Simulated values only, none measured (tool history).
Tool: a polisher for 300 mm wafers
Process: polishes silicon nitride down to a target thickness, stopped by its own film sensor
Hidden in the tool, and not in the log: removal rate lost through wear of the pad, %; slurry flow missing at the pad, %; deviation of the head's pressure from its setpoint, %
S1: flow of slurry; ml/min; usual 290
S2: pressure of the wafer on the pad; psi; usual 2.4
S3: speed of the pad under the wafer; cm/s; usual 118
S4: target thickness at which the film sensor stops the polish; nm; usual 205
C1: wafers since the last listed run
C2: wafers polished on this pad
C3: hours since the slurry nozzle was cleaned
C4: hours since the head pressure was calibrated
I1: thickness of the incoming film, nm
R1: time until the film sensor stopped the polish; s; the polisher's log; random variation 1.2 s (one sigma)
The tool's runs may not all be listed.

run,hour,S1,S2,S3,S4,C1,C2,C3,C4,I1,R1
1,0,290,2.4,118,205,0,902,643.2,322.4,399.4,137.8
2,16.8,290,2.4,118,205,110,1012,660,339.2,401.5,143.1
3,30.5,290,2.4,90,205,89,1101,673.7,352.9,403.1,174.4
4,39.7,290,2.4,90,205,60,1162,682.9,362.1,397.2,166
5,47.1,290,2.4,118,205,48,1210,690.3,369.5,398.3,138.6
6,56.2,290,2.4,118,205,59,1270,699.4,378.6,395.6,138.1
7,67.5,290,2.4,118,205,74,1344,710.7,389.9,397.4,138.4
# hour 74.7: worn pad replaced by a new one
8,82.2,290,2.4,118,205,70,49,725.4,404.6,396.2,134
9,89.3,290,2.4,106,167,46,95,732.5,411.7,399.2,173.5
10,96.7,290,2.4,106,167,48,144,739.9,419.1,400.1,177
11,103.5,290,2.4,106,167,44,188,746.7,425.9,393.7,170.7
12,120.3,325,2.4,118,205,110,298,763.5,442.7,403.5,137.7
13,132.9,325,2.4,118,205,82,381,776.1,455.3,398.5,136
# hour 144.4: slurry nozzle cleaned
14,145.4,290,2.4,118,205,75,456,1,467.8,400.3,137
15,157.1,290,2.4,118,205,76,533,12.7,479.5,402.4,140.3
16,169.1,260,2.8,94,155,78,612,24.7,491.5,396.2,177.8
17,179.8,210,2.4,118,205,70,682,35.4,502.2,396.4,140.7
18,187.4,290,2.4,78,205,49,732,43,509.8,395.9,182
19,236.4,195,1.6,136,262,321,1053,92,558.8,399.6,132.4
20,246.7,290,2.4,90,205,67,1120,102.3,569.1,397,165.4
21,259.1,290,2.4,92,205,81,1202,114.7,581.5,399,165.3
# hour 285.8: worn pad replaced by a new one
22,286.3,290,2.4,118,205,152,3,141.9,608.7,397.2,130.5
# hour 305.8: head pressure recalibrated
23,316,355,2.4,90,249,181,184,171.6,10.2,397.4,122.7
24,327.2,290,2.4,118,205,73,258,182.8,21.4,405.5,138.9
25,336.5,375,1.9,118,205,60,319,192.1,30.7,398.3,160.1
26,349.5,255,2.8,118,205,85,404,205.1,43.7,403.2,124.2
27,389.6,230,1.9,90,163,262,667,245.2,83.8,395.6,247.5
28,404.4,290,1.8,118,233,97,764,260,98.6,405,159.7
29,413.1,390,2.7,118,159,57,821,268.7,107.3,399.6,150.8
30,420.8,290,3.1,118,268,50,871,276.4,115,396.3,73.6

Forecast each of these 3 alternatives for the next run:
A,421.3,290,2.4,118,205,3,875,276.9,115.5,394.1,?
B,421.3,240,2.9,118,205,3,875,276.9,115.5,394.1,?
C,421.3,290,1.7,118,260,3,875,276.9,115.5,394.1,?

run,R1
A,138.3
B,119.6
C,130.8
Without the tool's hidden state the same runs would have given:
run,R1
A,133.2
B,115.2
C,126

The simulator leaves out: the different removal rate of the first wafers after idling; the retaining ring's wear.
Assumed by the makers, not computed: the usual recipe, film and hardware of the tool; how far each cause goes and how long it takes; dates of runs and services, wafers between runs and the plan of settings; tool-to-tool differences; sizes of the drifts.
